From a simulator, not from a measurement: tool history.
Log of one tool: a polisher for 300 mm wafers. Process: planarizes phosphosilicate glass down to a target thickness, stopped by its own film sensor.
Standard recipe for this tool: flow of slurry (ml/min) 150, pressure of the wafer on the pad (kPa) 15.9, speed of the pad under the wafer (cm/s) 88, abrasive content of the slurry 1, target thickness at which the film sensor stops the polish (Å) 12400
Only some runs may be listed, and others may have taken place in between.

run     day  flow of slurry (ml/min)  pressure of the wafer on the pad (kPa)  speed of the pad under the wafer (cm/s)  abrasive content of the slurry  target thickness at which the film sensor stops the polish (Å)  incoming thickness of the incoming film, nm  time until the film sensor stopped the polish (s)
  1       0                      120                                    15.9                                       88                               1                                                           12400                                       1996.8                                              143.1
      0.471  -- slurry blender recalibrated
  2   0.525                      120                                    15.9                                       88                               1                                                           12400                                       1993.4                                              142.2
  3   0.867                      120                                    15.9                                       88                               1                                                           12400                                       2017.3                                              145.4
  4   1.579                      150                                    15.9                                       88                               1                                                           12400                                       2027.8                                              139.3
  5   2.308                      150                                    15.9                                       88                               1                                                           10520                                         2028                                              175.3
  6   2.962                      150                                    15.9                                       88                               1                                                           12400                                       1972.6                                              129.4
      3.208  -- worn pad replaced by a new one
  7   3.229                      150                                    15.9                                       88                               1                                                           12400                                       2039.8                                              142.8
      3.462  -- slurry nozzle cleaned
  8   3.517                      150                                    15.9                                       88                               1                                                           12400                                       2031.7                                              139.3
  9   4.146                      150                                    15.9                                       88                               1                                                           12400                                       2036.6                                              140.7
 10   4.638                      150                                    17.2                                       88                               1                                                           12400                                       1983.5                                              123.6
 11   5.067                      135                                    19.3                                       66                               1                                                           10030                                         2016                                              175.4
 12   5.338                      175                                    15.9                                       88                            0.75                                                           12400                                       1976.6                                              150.9
      6.721  -- slurry blender recalibrated
 13   6.812                      150                                    15.9                                       88                               1                                                           12400                                       1996.7                                                137
      6.954  -- conditioning disc replaced and pad reconditioned
 14   7.142                      150                                    15.9                                      110                               1                                                           12400                                       2009.1                                                109
 15   7.688                      150                                    15.9                                       88                               1                                                           12400                                       1993.1                                              123.2
 16   8.104                      110                                      20                                       88                             1.3                                                           11590                                         2007                                              104.5
 17   9.421                      150                                    15.9                                       88                               1                                                           12400                                         1975                                              121.8
      9.658  -- head pressure recalibrated
      9.738  -- worn pad replaced by a new one, of another model than before
 18   9.758                      150                                    15.9                                       88                               1                                                           12400                                       2002.7                                              128.3
 19  10.325                      150                                    15.9                                      102                               1                                                           12400                                       1998.7                                              122.9
 20  12.267                      150                                    10.3                                       88                            0.85                                                           12400                                       2022.4                                              182.4
 21  12.617                      130                                    15.9                                       88                               1                                                           12400                                       2017.9                                              141.1
 22  13.071                      150                                    19.3                                      106                            0.85                                                           10410                                       2004.2                                              148.2
 23  13.379                      150                                    11.7                                       88                               1                                                           10150                                         2042                                              206.4
 24  13.975                      150                                    17.9                                       98                               1                                                           12400                                       1997.1                                              117.2

Branching from run 24: 5 alternative next runs. What would each branch give?
  A  13.996                      150                                      20                                       88                               1                                                           12400                                       2003.9                                                  ?
  B  13.996                      150                                    13.8                                       88                             1.3                                                           12400                                       2003.9                                                  ?
  C  13.996                      150                                    15.9                                       88                               1                                                           11090                                       2003.9                                                  ?
  D  13.996                      150                                    15.9                                       68                               1                                                           10190                                       2003.9                                                  ?
  E  13.996                      150                                    12.4                                      108                               1                                                           12400                                       2003.9                                                  ?

run  time until the film sensor stopped the polish (s)
  A                                              114.3
  B                                              127.1
  C                                              155.1
  D                                              185.4
  E                                              142.1
With the hidden condition removed and each run's random variation left untouched, the same runs would have given:
run  time until the film sensor stopped the polish (s)
  A                                                103
  B                                              116.7
  C                                              141.6
  D                                              170.6
  E                                              130.2
